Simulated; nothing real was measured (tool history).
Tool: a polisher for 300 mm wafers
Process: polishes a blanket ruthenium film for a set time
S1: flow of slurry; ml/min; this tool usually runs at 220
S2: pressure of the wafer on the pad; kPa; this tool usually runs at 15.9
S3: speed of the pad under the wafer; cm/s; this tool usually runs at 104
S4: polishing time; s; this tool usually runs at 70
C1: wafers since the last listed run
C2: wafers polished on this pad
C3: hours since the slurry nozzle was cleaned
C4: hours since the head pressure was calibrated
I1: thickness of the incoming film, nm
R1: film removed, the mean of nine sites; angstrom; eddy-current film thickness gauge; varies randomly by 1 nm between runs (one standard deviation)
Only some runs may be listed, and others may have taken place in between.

run 1 day=0 | S1=220 S2=15.9 S3=104 S4=70 | C1=0 C2=632 C3=157.9 C4=769.1 | I1=633.1 | R1=1067
run 2 day=0.954 | S1=220 S2=15.9 S3=104 S4=70 | C1=176 C2=809 C3=180.8 C4=792 | I1=629.1 | R1=1059
run 3 day=2.171 | S1=220 S2=15.9 S3=104 S4=70 | C1=224 C2=1034 C3=210 C4=821.2 | I1=627.3 | R1=1043
run 4 day=2.717 | S1=220 S2=15.9 S3=104 S4=70 | C1=100 C2=1134 C3=223.1 C4=834.3 | I1=636.4 | R1=1075
run 5 day=3.971 | S1=220 S2=15.9 S3=104 S4=70 | C1=231 C2=1366 C3=253.2 C4=864.4 | I1=641.3 | R1=1055
run 6 day=4.562 | S1=220 S2=15.9 S3=104 S4=70 | C1=109 C2=1476 C3=267.4 C4=878.6 | I1=625 | R1=1025
run 7 day=5.454 | S1=220 S2=15.9 S3=104 S4=70 | C1=164 C2=1640 C3=288.8 C4=900 | I1=634.9 | R1=1022
run 8 day=6.192 | S1=220 S2=15.9 S3=104 S4=70 | C1=136 C2=1777 C3=306.5 C4=917.7 | I1=641.1 | R1=1037
-- day=6.558 slurry nozzle cleaned
-- day=6.592 worn pad replaced by a new one
run 9 day=6.725 | S1=270 S2=15.9 S3=120 S4=70 | C1=84 C2=24 C3=4 C4=930.5 | I1=621.1 | R1=1169
run 10 day=9.062 | S1=220 S2=15.9 S3=104 S4=70 | C1=432 C2=456 C3=60.1 C4=986.6 | I1=628.9 | R1=956
run 11 day=10.238 | S1=220 S2=13.8 S3=104 S4=70 | C1=217 C2=673 C3=88.3 C4=1014.8 | I1=636.6 | R1=890
run 12 day=11.583 | S1=220 S2=15.9 S3=104 S4=70 | C1=248 C2=922 C3=120.6 C4=1047.1 | I1=640.2 | R1=960
run 13 day=12.683 | S1=220 S2=15.9 S3=104 S4=70 | C1=203 C2=1125 C3=147 C4=1073.5 | I1=620.5 | R1=958
run 14 day=13.642 | S1=220 S2=15.9 S3=104 S4=70 | C1=177 C2=1303 C3=170 C4=1096.5 | I1=629 | R1=961
run 15 day=14.217 | S1=165 S2=15.9 S3=104 S4=70 | C1=106 C2=1409 C3=183.8 C4=1110.3 | I1=637.7 | R1=911
run 16 day=15.412 | S1=285 S2=15.9 S3=104 S4=70 | C1=221 C2=1630 C3=212.5 C4=1139 | I1=623.1 | R1=971
run 17 day=16.404 | S1=185 S2=15.9 S3=126 S4=83 | C1=183 C2=1813 C3=236.3 C4=1162.8 | I1=640.8 | R1=1309
run 18 day=17.75 | S1=220 S2=15.9 S3=104 S4=70 | C1=248 C2=2062 C3=268.6 C4=1195.1 | I1=621.4 | R1=900
run 19 day=18.396 | S1=220 S2=15.9 S3=104 S4=50 | C1=119 C2=2181 C3=284.1 C4=1210.6 | I1=634 | R1=634
-- day=18.629 worn pad replaced by a new one, repeated, since the last time left the tool worse
run 20 day=19.188 | S1=220 S2=15.9 S3=104 S4=70 | C1=115 C2=103 C3=303.1 C4=1229.6 | I1=633.1 | R1=1060
run 21 day=20.292 | S1=220 S2=15.9 S3=104 S4=70 | C1=204 C2=307 C3=329.6 C4=1256.1 | I1=631.6 | R1=1071
run 22 day=21.712 | S1=155 S2=15.9 S3=104 S4=82 | C1=262 C2=570 C3=363.7 C4=1290.2 | I1=629.4 | R1=1176
-- day=22.408 slurry nozzle cleaned
run 23 day=23.15 | S1=220 S2=11 S3=104 S4=90 | C1=257 C2=828 C3=17.8 C4=1324.7 | I1=641.7 | R1=1094
run 24 day=23.862 | S1=165 S2=15.9 S3=104 S4=70 | C1=131 C2=959 C3=34.9 C4=1341.8 | I1=628 | R1=1001
-- day=24.883 head pressure recalibrated
run 25 day=25.154 | S1=150 S2=15.9 S3=104 S4=70 | C1=223 C2=1183 C3=65.9 C4=6.5 | I1=623.8 | R1=1003
run 26 day=25.796 | S1=220 S2=15.9 S3=104 S4=70 | C1=118 C2=1301 C3=81.3 C4=21.9 | I1=635.3 | R1=1053
run 27 day=26.929 | S1=220 S2=15.9 S3=72 S4=49 | C1=209 C2=1511 C3=108.5 C4=49.1 | I1=643.5 | R1=498
run 28 day=28.204 | S1=220 S2=15.9 S3=94 S4=64 | C1=235 C2=1746 C3=139.1 C4=79.7 | I1=630.9 | R1=836
-- day=28.375 worn pad replaced by a new one
run 29 day=29.638 | S1=180 S2=19.3 S3=104 S4=61 | C1=234 C2=233 C3=173.5 C4=114.1 | I1=629.9 | R1=1032
run 30 day=31.058 | S1=220 S2=15.9 S3=104 S4=70 | C1=262 C2=495 C3=207.6 C4=148.2 | I1=633.1 | R1=1065
run 31 day=32.271 | S1=220 S2=15.9 S3=104 S4=70 | C1=224 C2=719 C3=236.7 C4=177.3 | I1=632.4 | R1=1075
run 32 day=36.012 | S1=220 S2=15.9 S3=104 S4=52 | C1=691 C2=1411 C3=326.5 C4=267.1 | I1=639.6 | R1=763
run 33 day=37.133 | S1=145 S2=15.9 S3=94 S4=70 | C1=207 C2=1618 C3=353.4 C4=294 | I1=626.1 | R1=866
-- day=37.65 worn pad replaced by a new one
run 34 day=37.829 | S1=220 S2=15.9 S3=104 S4=70 | C1=97 C2=33 C3=370.1 C4=310.7 | I1=639.1 | R1=1076
run 35 day=38.558 | S1=220 S2=11.7 S3=104 S4=70 | C1=134 C2=167 C3=387.6 C4=328.2 | I1=633.4 | R1=888
-- day=38.708 slurry nozzle cleaned
run 36 day=39.846 | S1=220 S2=18.6 S3=104 S4=55 | C1=230 C2=398 C3=27.3 C4=359.1 | I1=639.1 | R1=928

Consider 5 possible next runs. They are alternatives, not a sequence: every one starts from the tool as it was left by run 36. What does each give?
run A day=39.862 | S1=220 S2=15.9 S3=104 S4=70 | C1=3 C2=401 C3=27.7 C4=359.5 | I1=631.9 | R1=?
run B day=39.862 | S1=265 S2=15.9 S3=76 S4=70 | C1=3 C2=401 C3=27.7 C4=359.5 | I1=631.9 | R1=?
run C day=39.862 | S1=220 S2=15.9 S3=88 S4=70 | C1=3 C2=401 C3=27.7 C4=359.5 | I1=631.9 | R1=?
run D day=39.862 | S1=220 S2=15.9 S3=72 S4=70 | C1=3 C2=401 C3=27.7 C4=359.5 | I1=631.9 | R1=?
run E day=39.862 | S1=255 S2=12.4 S3=118 S4=62 | C1=3 C2=401 C3=27.7 C4=359.5 | I1=631.9 | R1=?

run=A R1=1046
run=B R1=782
run=C R1=885
run=D R1=724
run=E R1=927
Without the tool's unlogged condition, the same runs would have read:
run=A R1=1050
run=B R1=784
run=C R1=888
run=D R1=727
run=E R1=930
